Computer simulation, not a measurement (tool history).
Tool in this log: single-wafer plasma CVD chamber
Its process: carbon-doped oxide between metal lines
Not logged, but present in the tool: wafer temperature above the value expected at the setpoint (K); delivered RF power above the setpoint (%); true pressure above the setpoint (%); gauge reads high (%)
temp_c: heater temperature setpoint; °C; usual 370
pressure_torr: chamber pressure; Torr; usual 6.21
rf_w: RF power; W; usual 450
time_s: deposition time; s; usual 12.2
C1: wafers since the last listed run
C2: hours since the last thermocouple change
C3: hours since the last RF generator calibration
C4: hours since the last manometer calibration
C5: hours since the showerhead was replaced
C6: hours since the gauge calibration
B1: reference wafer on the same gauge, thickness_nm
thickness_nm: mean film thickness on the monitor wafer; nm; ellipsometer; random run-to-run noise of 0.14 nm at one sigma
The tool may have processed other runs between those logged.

run 1 hour=0.0 | temp_c=370 pressure_torr=6.21 rf_w=420 time_s=12.2 | C1=0 C2=1569.6 C3=1851.7 C4=1134.7 C5=7983.2 C6=72.2 | B1=56.391 | thickness_nm=49.723
run 2 hour=14.7 | temp_c=370 pressure_torr=6.21 rf_w=420 time_s=12.2 | C1=417 C2=1584.3 C3=1866.4 C4=1149.4 C5=7997.9 C6=86.9 | B1=56.419 | thickness_nm=49.844
run 3 hour=25.7 | temp_c=370 pressure_torr=6.21 rf_w=420 time_s=12.2 | C1=312 C2=1595.3 C3=1877.4 C4=1160.4 C5=8008.9 C6=97.9 | B1=56.434 | thickness_nm=49.964
run 4 hour=34.7 | temp_c=370 pressure_torr=6.21 rf_w=450 time_s=12.2 | C1=255 C2=1604.3 C3=1886.4 C4=1169.4 C5=8017.9 C6=106.9 | B1=56.414 | thickness_nm=52.928
run 5 hour=44.4 | temp_c=370 pressure_torr=6.21 rf_w=450 time_s=12.2 | C1=275 C2=1614.0 C3=1896.1 C4=1179.1 C5=8027.6 C6=116.6 | B1=56.374 | thickness_nm=52.673
run 6 hour=60.3 | temp_c=370 pressure_torr=6.21 rf_w=450 time_s=12.2 | C1=451 C2=1629.9 C3=1912.0 C4=1195.0 C5=8043.5 C6=132.5 | B1=56.412 | thickness_nm=52.831
run 7 hour=67.2 | temp_c=370 pressure_torr=6.21 rf_w=450 time_s=12.2 | C1=195 C2=1636.8 C3=1918.9 C4=1201.9 C5=8050.4 C6=139.4 | B1=56.408 | thickness_nm=52.755
run 8 hour=84.7 | temp_c=370 pressure_torr=6.21 rf_w=450 time_s=12.2 | C1=496 C2=1654.3 C3=1936.4 C4=1219.4 C5=8067.9 C6=156.9 | B1=56.407 | thickness_nm=52.695
run 9 hour=99.4 | temp_c=370 pressure_torr=6.21 rf_w=450 time_s=12.2 | C1=417 C2=1669.0 C3=1951.1 C4=1234.1 C5=8082.6 C6=171.6 | B1=56.359 | thickness_nm=52.690
run 10 hour=106.4 | temp_c=370 pressure_torr=6.21 rf_w=450 time_s=12.2 | C1=198 C2=1676.0 C3=1958.1 C4=1241.1 C5=8089.6 C6=178.6 | B1=56.387 | thickness_nm=52.676
run 11 hour=118.2 | temp_c=370 pressure_torr=6.21 rf_w=450 time_s=12.2 | C1=334 C2=1687.8 C3=1969.9 C4=1252.9 C5=8101.4 C6=190.4 | B1=56.370 | thickness_nm=52.567
run 12 hour=130.7 | temp_c=364 pressure_torr=6.21 rf_w=535 time_s=13.1 | C1=354 C2=1700.3 C3=1982.4 C4=1265.4 C5=8113.9 C6=202.9 | B1=56.418 | thickness_nm=65.050
-- hour=162.7 showerhead replaced
run 13 hour=163.2 | temp_c=364 pressure_torr=6.21 rf_w=450 time_s=13.4 | C1=695 C2=1732.8 C3=2014.9 C4=1297.9 C5=0.5 C6=235.4 | B1=56.450 | thickness_nm=58.018
run 14 hour=171.7 | temp_c=370 pressure_torr=6.21 rf_w=450 time_s=12.2 | C1=241 C2=1741.3 C3=2023.4 C4=1306.4 C5=9.0 C6=243.9 | B1=56.367 | thickness_nm=52.588
-- hour=176.3 gauge calibrated
run 15 hour=181.2 | temp_c=370 pressure_torr=6.21 rf_w=450 time_s=12.2 | C1=269 C2=1750.8 C3=2032.9 C4=1315.9 C5=18.5 C6=4.9 | B1=56.388 | thickness_nm=52.561
-- hour=191.0 thermocouple changed; heater temperature recalibrated
-- hour=202.0 RF generator calibrated
run 16 hour=202.5 | temp_c=370 pressure_torr=6.65 rf_w=505 time_s=12.2 | C1=150 C2=11.5 C3=0.5 C4=1337.2 C5=39.8 C6=26.2 | B1=56.443 | thickness_nm=60.231
run 17 hour=202.8 | temp_c=374 pressure_torr=6.21 rf_w=395 time_s=11.5 | C1=8 C2=11.8 C3=0.8 C4=1337.5 C5=40.1 C6=26.5 | B1=56.400 | thickness_nm=45.971
run 18 hour=214.8 | temp_c=370 pressure_torr=6.64 rf_w=400 time_s=12.2 | C1=340 C2=23.8 C3=12.8 C4=1349.5 C5=52.1 C6=38.5 | B1=56.373 | thickness_nm=50.160
run 19 hour=225.4 | temp_c=370 pressure_torr=6.21 rf_w=450 time_s=12.2 | C1=300 C2=34.4 C3=23.4 C4=1360.1 C5=62.7 C6=49.1 | B1=56.417 | thickness_nm=54.856
-- hour=244.6 capacitance manometer re-zeroed and calibrated
run 20 hour=245.1 | temp_c=370 pressure_torr=6.21 rf_w=450 time_s=12.2 | C1=332 C2=54.1 C3=43.1 C4=0.5 C5=82.4 C6=68.8 | B1=56.369 | thickness_nm=54.959
run 21 hour=250.9 | temp_c=370 pressure_torr=4.73 rf_w=450 time_s=12.2 | C1=164 C2=59.9 C3=48.9 C4=6.3 C5=88.2 C6=74.6 | B1=56.426 | thickness_nm=53.256
run 22 hour=262.9 | temp_c=370 pressure_torr=6.75 rf_w=495 time_s=12.2 | C1=340 C2=71.9 C3=60.9 C4=18.3 C5=100.2 C6=86.6 | B1=56.439 | thickness_nm=59.328
run 23 hour=272.2 | temp_c=370 pressure_torr=6.21 rf_w=490 time_s=10.4 | C1=264 C2=81.2 C3=70.2 C4=27.6 C5=109.5 C6=95.9 | B1=56.382 | thickness_nm=49.881
run 24 hour=281.4 | temp_c=385 pressure_torr=6.21 rf_w=375 time_s=12.2 | C1=261 C2=90.4 C3=79.4 C4=36.8 C5=118.7 C6=105.1 | B1=56.407 | thickness_nm=45.739
run 25 hour=290.5 | temp_c=370 pressure_torr=7.00 rf_w=450 time_s=11.5 | C1=258 C2=99.5 C3=88.5 C4=45.9 C5=127.8 C6=114.2 | B1=56.461 | thickness_nm=52.223
run 26 hour=296.9 | temp_c=370 pressure_torr=6.21 rf_w=450 time_s=10.1 | C1=181 C2=105.9 C3=94.9 C4=52.3 C5=134.2 C6=120.6 | B1=56.335 | thickness_nm=45.807
run 27 hour=314.0 | temp_c=370 pressure_torr=6.21 rf_w=450 time_s=12.2 | C1=485 C2=123.0 C3=112.0 C4=69.4 C5=151.3 C6=137.7 | B1=56.389 | thickness_nm=54.876
run 28 hour=328.9 | temp_c=370 pressure_torr=5.07 rf_w=420 time_s=12.2 | C1=423 C2=137.9 C3=126.9 C4=84.3 C5=166.2 C6=152.6 | B1=56.422 | thickness_nm=50.925
run 29 hour=343.9 | temp_c=370 pressure_torr=6.21 rf_w=450 time_s=12.2 | C1=425 C2=152.9 C3=141.9 C4=99.3 C5=181.2 C6=167.6 | B1=56.383 | thickness_nm=55.156

Below are 4 alternative next runs, each starting from the tool's condition after run 29. Predict each:
run A hour=344.3 | temp_c=370 pressure_torr=5.75 rf_w=450 time_s=12.2 | C1=11 C2=153.3 C3=142.3 C4=99.7 C5=181.6 C6=168.0 | B1=? | thickness_nm=?
run B hour=344.3 | temp_c=381 pressure_torr=5.68 rf_w=395 time_s=13.9 | C1=11 C2=153.3 C3=142.3 C4=99.7 C5=181.6 C6=168.0 | B1=? | thickness_nm=?
run C hour=344.3 | temp_c=382 pressure_torr=6.21 rf_w=450 time_s=12.2 | C1=11 C2=153.3 C3=142.3 C4=99.7 C5=181.6 C6=168.0 | B1=? | thickness_nm=?
run D hour=344.3 | temp_c=382 pressure_torr=6.21 rf_w=525 time_s=12.2 | C1=11 C2=153.3 C3=142.3 C4=99.7 C5=181.6 C6=168.0 | B1=? | thickness_nm=?

run=A B1=56.431 thickness_nm=54.521
run=B B1=56.431 thickness_nm=54.307
run=C B1=56.431 thickness_nm=53.691
run=D B1=56.431 thickness_nm=60.063
Without the tool's hidden state the same runs would have given:
run=A thickness_nm=55.177
run=B thickness_nm=54.972
run=C thickness_nm=54.338
run=D thickness_nm=60.676
